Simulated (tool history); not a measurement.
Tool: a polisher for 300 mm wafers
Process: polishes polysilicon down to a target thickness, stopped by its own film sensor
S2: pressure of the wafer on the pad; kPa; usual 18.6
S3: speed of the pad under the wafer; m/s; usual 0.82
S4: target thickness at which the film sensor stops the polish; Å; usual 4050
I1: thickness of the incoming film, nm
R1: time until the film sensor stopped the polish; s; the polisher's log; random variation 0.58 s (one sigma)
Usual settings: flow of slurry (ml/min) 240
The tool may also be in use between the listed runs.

run 1 hour=0 | flow_of_slurry_(ml/min)=240 S2=18.6 S3=0.82 S4=4050 | I1=659 | R1=43.9
run 2 hour=36.5 | flow_of_slurry_(ml/min)=240 S2=18.6 S3=0.82 S4=4050 | I1=663.2 | R1=43.6
run 3 hour=90.2 | flow_of_slurry_(ml/min)=240 S2=18.6 S3=0.82 S4=4050 | I1=657 | R1=42.7
run 4 hour=144.6 | flow_of_slurry_(ml/min)=195 S2=18.6 S3=0.82 S4=4560 | I1=666.1 | R1=36.5
run 5 hour=189.7 | flow_of_slurry_(ml/min)=195 S2=18.6 S3=0.82 S4=4560 | I1=660 | R1=35.8
run 6 hour=259.4 | flow_of_slurry_(ml/min)=305 S2=18.6 S3=0.82 S4=4050 | I1=662.5 | R1=42.6
run 7 hour=306.3 | flow_of_slurry_(ml/min)=305 S2=18.6 S3=0.82 S4=4050 | I1=655.4 | R1=42.3
run 8 hour=338.3 | flow_of_slurry_(ml/min)=305 S2=18.6 S3=0.82 S4=4050 | I1=659.8 | R1=42.9
run 9 hour=397.9 | flow_of_slurry_(ml/min)=240 S2=18.6 S3=0.82 S4=4050 | I1=657.7 | R1=42.3
run 10 hour=445.5 | flow_of_slurry_(ml/min)=240 S2=18.6 S3=0.82 S4=4050 | I1=655.9 | R1=42.5
run 11 hour=498.1 | flow_of_slurry_(ml/min)=240 S2=18.6 S3=1 S4=4050 | I1=670 | R1=38.2
run 12 hour=544.1 | flow_of_slurry_(ml/min)=240 S2=18.6 S3=1 S4=4050 | I1=666.3 | R1=37
run 13 hour=579.4 | flow_of_slurry_(ml/min)=240 S2=18.6 S3=1 S4=4050 | I1=652.4 | R1=34.9
run 14 hour=635.7 | flow_of_slurry_(ml/min)=170 S2=15.9 S3=0.82 S4=4050 | I1=655.9 | R1=49.8
run 15 hour=668.7 | flow_of_slurry_(ml/min)=240 S2=18.6 S3=0.58 S4=4940 | I1=663.2 | R1=37.9
run 16 hour=731.8 | flow_of_slurry_(ml/min)=240 S2=18.6 S3=1.06 S4=4750 | I1=656.1 | R1=24.5
run 17 hour=801.2 | flow_of_slurry_(ml/min)=180 S2=18.6 S3=0.58 S4=4900 | I1=664 | R1=40.2
run 18 hour=858.6 | flow_of_slurry_(ml/min)=240 S2=14.5 S3=0.82 S4=4730 | I1=657.8 | R1=36.7
run 19 hour=923.3 | flow_of_slurry_(ml/min)=200 S2=18.6 S3=0.82 S4=3510 | I1=662.1 | R1=53.7
run 20 hour=975.8 | flow_of_slurry_(ml/min)=240 S2=18.6 S3=0.82 S4=4050 | I1=665.5 | R1=44.2
run 21 hour=1022.6 | flow_of_slurry_(ml/min)=275 S2=18.6 S3=0.82 S4=4910 | I1=653.9 | R1=26.7
run 22 hour=1069 | flow_of_slurry_(ml/min)=175 S2=18.6 S3=0.82 S4=4050 | I1=658.8 | R1=44.4
run 23 hour=1249.7 | flow_of_slurry_(ml/min)=240 S2=18.6 S3=0.82 S4=4050 | I1=653 | R1=40.9
run 24 hour=1300.9 | flow_of_slurry_(ml/min)=240 S2=22.1 S3=1.08 S4=3490 | I1=654.9 | R1=35.7
run 25 hour=1368.2 | flow_of_slurry_(ml/min)=240 S2=20.7 S3=0.82 S4=3310 | I1=669.1 | R1=53.1
run 26 hour=1411 | flow_of_slurry_(ml/min)=240 S2=18.6 S3=0.82 S4=4050 | I1=658.9 | R1=43

Not shown: 8 entries that the log had between the listed runs. Between which runs, and how does the tool's hidden state differ before and after?
Between runs 5 and 6: worn pad replaced by a new one (hour 249)
  no hidden state differs between the two runs
Between runs 11 and 12: slurry nozzle cleaned (hour 538.8)
  no hidden state differs between the two runs
Between runs 12 and 13: worn pad replaced by a new one (hour 558.9)
  no hidden state differs between the two runs
Between runs 17 and 18: worn pad replaced by a new one (hour 853.6)
  no hidden state differs between the two runs
Between runs 18 and 19: head pressure recalibrated (hour 917.8)
  no hidden state differs between the two runs
Between runs 22 and 23: worn pad replaced by a new one (hour 1110.3); slurry nozzle cleaned (hour 1186.2)
  no hidden state differs between the two runs
Between runs 24 and 25: worn pad replaced by a new one (hour 1362.6)
  no hidden state differs between the two runs
